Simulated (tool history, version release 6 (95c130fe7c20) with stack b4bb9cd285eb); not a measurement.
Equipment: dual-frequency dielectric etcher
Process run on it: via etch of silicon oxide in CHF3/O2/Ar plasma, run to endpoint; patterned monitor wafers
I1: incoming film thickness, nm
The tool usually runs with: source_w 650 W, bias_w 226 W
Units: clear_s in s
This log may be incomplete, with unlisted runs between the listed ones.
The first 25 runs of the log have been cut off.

run 26 day=74.171 | source_w=700 bias_w=242 | I1=831.5 | clear_s=412.3
run 27 day=75.85 | source_w=510 bias_w=205 | I1=834.6 | clear_s=547.5
-- day=77.208 wet clean of the chamber
run 28 day=77.8 | source_w=770 bias_w=279 | I1=836.6 | clear_s=361.2
run 29 day=81.779 | source_w=770 bias_w=270 | I1=827.2 | clear_s=365.2
run 30 day=86.412 | source_w=650 bias_w=179 | I1=836.8 | clear_s=473.4
run 31 day=90.454 | source_w=570 bias_w=207 | I1=835 | clear_s=493.4
run 32 day=94.425 | source_w=770 bias_w=226 | I1=840.1 | clear_s=407.6
run 33 day=96.817 | source_w=650 bias_w=172 | I1=838.3 | clear_s=492.7
run 34 day=100.912 | source_w=650 bias_w=226 | I1=835.8 | clear_s=449.6
-- day=103.708 wet clean of the chamber
run 35 day=104.062 | source_w=510 bias_w=258 | I1=840.1 | clear_s=488.6

Branching from run 35: 4 alternative next runs. What would each branch give?
run A day=104.083 | source_w=650 bias_w=246 | I1=840.6 | clear_s=?
run B day=104.083 | source_w=560 bias_w=226 | I1=840.6 | clear_s=?
run C day=104.083 | source_w=610 bias_w=174 | I1=840.6 | clear_s=?
run D day=104.083 | source_w=690 bias_w=250 | I1=840.6 | clear_s=?

run=A clear_s=415.9
run=B clear_s=471.7
run=C clear_s=491.8
run=D clear_s=399
With the hidden condition removed and each run's random variation left untouched, the same runs would have given:
run=A clear_s=410.9
run=B clear_s=466.1
run=C clear_s=485.9
run=D clear_s=394.3
